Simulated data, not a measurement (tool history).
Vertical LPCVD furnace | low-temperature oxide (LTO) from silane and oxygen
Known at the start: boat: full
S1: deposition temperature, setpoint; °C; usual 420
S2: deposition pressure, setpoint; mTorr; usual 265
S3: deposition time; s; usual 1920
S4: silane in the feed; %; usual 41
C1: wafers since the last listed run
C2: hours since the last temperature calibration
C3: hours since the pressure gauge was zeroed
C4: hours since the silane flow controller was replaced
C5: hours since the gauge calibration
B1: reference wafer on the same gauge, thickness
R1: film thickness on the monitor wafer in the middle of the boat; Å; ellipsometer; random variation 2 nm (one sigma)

Run 1, day 0.000: usual settings but S2 210 mTorr, S4 38 %; C1 0; C2 2339.9; C3 4187.7; C4 3667.2; C5 94.2; B1 414.84. Result: R1 3487.4 Å.
Run 2, day 0.508: usual settings; C1 109; C2 2352.1; C3 4199.9; C4 3679.4; C5 106.4; B1 414.63. Result: R1 4779.4 Å.
Run 3, day 1.029: usual settings; C1 112; C2 2364.6; C3 4212.4; C4 3691.9; C5 118.9; B1 414.92. Result: R1 4778.3 Å.
Run 4, day 1.358: usual settings; C1 70; C2 2372.5; C3 4220.3; C4 3699.8; C5 126.8; B1 415.25. Result: R1 4797.9 Å.
Run 5, day 2.121: usual settings; C1 163; C2 2390.8; C3 4238.6; C4 3718.1; C5 145.1; B1 414.83. Result: R1 4796.8 Å.
Run 6, day 2.521: usual settings; C1 86; C2 2400.4; C3 4248.2; C4 3727.7; C5 154.7; B1 414.70. Result: R1 4789.7 Å.
Run 7, day 2.954: usual settings but S1 418 °C, S4 37 %; C1 93; C2 2410.8; C3 4258.6; C4 3738.1; C5 165.1; B1 415.01. Result: R1 4172.2 Å.
Run 8, day 3.496: usual settings but S3 1710 s; C1 116; C2 2423.8; C3 4271.6; C4 3751.1; C5 178.1; B1 414.98. Result: R1 4292.9 Å.
Run 9, day 4.212: usual settings; C1 154; C2 2441.0; C3 4288.8; C4 3768.3; C5 195.3; B1 415.13. Result: R1 4741.0 Å.
Run 10, day 6.667: usual settings but S3 1470 s; C1 527; C2 2499.9; C3 4347.7; C4 3827.2; C5 254.2; B1 415.29. Result: R1 3660.9 Å.
Run 11, day 7.504: usual settings but S3 1470 s; C1 180; C2 2520.0; C3 4367.8; C4 3847.3; C5 274.3; B1 415.07. Result: R1 3671.8 Å.
Run 12, day 8.012: usual settings but S2 240 mTorr, S4 35 %; C1 109; C2 2532.2; C3 4380.0; C4 3859.5; C5 286.5; B1 414.99. Result: R1 3562.9 Å.
Run 13, day 8.788: usual settings but S1 415 °C, S2 305 mTorr, S3 2220 s, S4 47 %; C1 166; C2 2550.8; C3 4398.6; C4 3878.1; C5 305.1; B1 415.13. Result: R1 6940.4 Å.
At day 9.950: pressure gauge zeroed.
At day 10.183: thermocouples replaced and temperature profile calibrated.
Run 14, day 10.204: usual settings but S1 415 °C, S2 300 mTorr; C1 39; C2 0.5; C3 6.1; C4 3912.1; C5 339.1; B1 414.74. Result: R1 5126.5 Å.
At day 10.408: gauge calibrated.
Run 15, day 10.429: usual settings but S2 235 mTorr, S4 46 %; C1 16; C2 5.9; C3 11.5; C4 3917.5; C5 0.5; B1 414.89. Result: R1 4765.5 Å.
Run 16, day 10.650: usual settings; C1 0; C2 11.2; C3 16.8; C4 3922.8; C5 5.8; B1 414.91. Result: R1 4764.4 Å.
At day 11.283: silane flow controller replaced.
Run 17, day 11.304: usual settings but S2 210 mTorr, S3 2460 s, S4 48 %; C1 4; C2 26.9; C3 32.5; C4 0.5; C5 21.5; B1 414.61. Result: R1 5629.3 Å.
Run 18, day 11.525: usual settings; C1 47; C2 32.2; C3 37.8; C4 5.8; C5 26.8; B1 415.01. Result: R1 4750.2 Å.
Run 19, day 12.371: usual settings but S1 416 °C, S4 48 %; C1 181; C2 52.5; C3 58.1; C4 26.1; C5 47.1; B1 414.81. Result: R1 5371.4 Å.
Run 20, day 12.825: usual settings but S1 423 °C, S3 1650 s, S4 38 %; C1 97; C2 63.4; C3 69.0; C4 37.0; C5 58.0; B1 414.88. Result: R1 3874.2 Å.
Run 21, day 13.533: usual settings but S2 210 mTorr; C1 152; C2 80.4; C3 86.0; C4 54.0; C5 75.0; B1 414.87. Result: R1 3792.8 Å.
Run 22, day 13.900: usual settings but S1 410 °C, S2 210 mTorr, S4 46 %; C1 78; C2 89.2; C3 94.8; C4 62.8; C5 83.8; B1 415.52. Result: R1 3828.4 Å.
Run 23, day 14.396: usual settings but S1 429 °C, S2 330 mTorr, S3 1260 s, S4 33 %; C1 106; C2 101.1; C3 106.7; C4 74.7; C5 95.7; B1 415.25. Result: R1 3287.4 Å.
Run 24, day 15.250: usual settings but S1 425 °C, S2 290 mTorr, S4 44 %; C1 183; C2 121.6; C3 127.2; C4 95.2; C5 116.2; B1 415.07. Result: R1 5947.1 Å.
Run 25, day 16.167: usual settings; C1 197; C2 143.6; C3 149.2; C4 117.2; C5 138.2; B1 415.27. Result: R1 4749.6 Å.

Forecast each of these 5 alternatives for the next run:
Run A, day 16.392: usual settings; C1 48; C2 149.0; C3 154.6; C4 122.6; C5 143.6; B1 ?. Result: R1 ?.
Run B, day 16.392: usual settings but S1 427 °C, S2 235 mTorr, S3 2670 s, S4 35 %; C1 48; C2 149.0; C3 154.6; C4 122.6; C5 143.6; B1 ?. Result: R1 ?.
Run C, day 16.392: usual settings but S1 411 °C, S2 220 mTorr, S3 1470 s; C1 48; C2 149.0; C3 154.6; C4 122.6; C5 143.6; B1 ?. Result: R1 ?.
Run D, day 16.392: usual settings but S1 432 °C, S3 2250 s; C1 48; C2 149.0; C3 154.6; C4 122.6; C5 143.6; B1 ?. Result: R1 ?.
Run E, day 16.392: usual settings but S1 410 °C; C1 48; C2 149.0; C3 154.6; C4 122.6; C5 143.6; B1 ?. Result: R1 ?.

run      B1      R1
  A  415.41  4798.4
  B  415.41  5276.4
  C  415.41  2780.0
  D  415.41  6331.7
  E  415.41  4328.0
Without the tool's hidden state the same runs would have given:
run      R1
  A  4798.4
  B  5276.4
  C  2780.0
  D  6331.7
  E  4328.0

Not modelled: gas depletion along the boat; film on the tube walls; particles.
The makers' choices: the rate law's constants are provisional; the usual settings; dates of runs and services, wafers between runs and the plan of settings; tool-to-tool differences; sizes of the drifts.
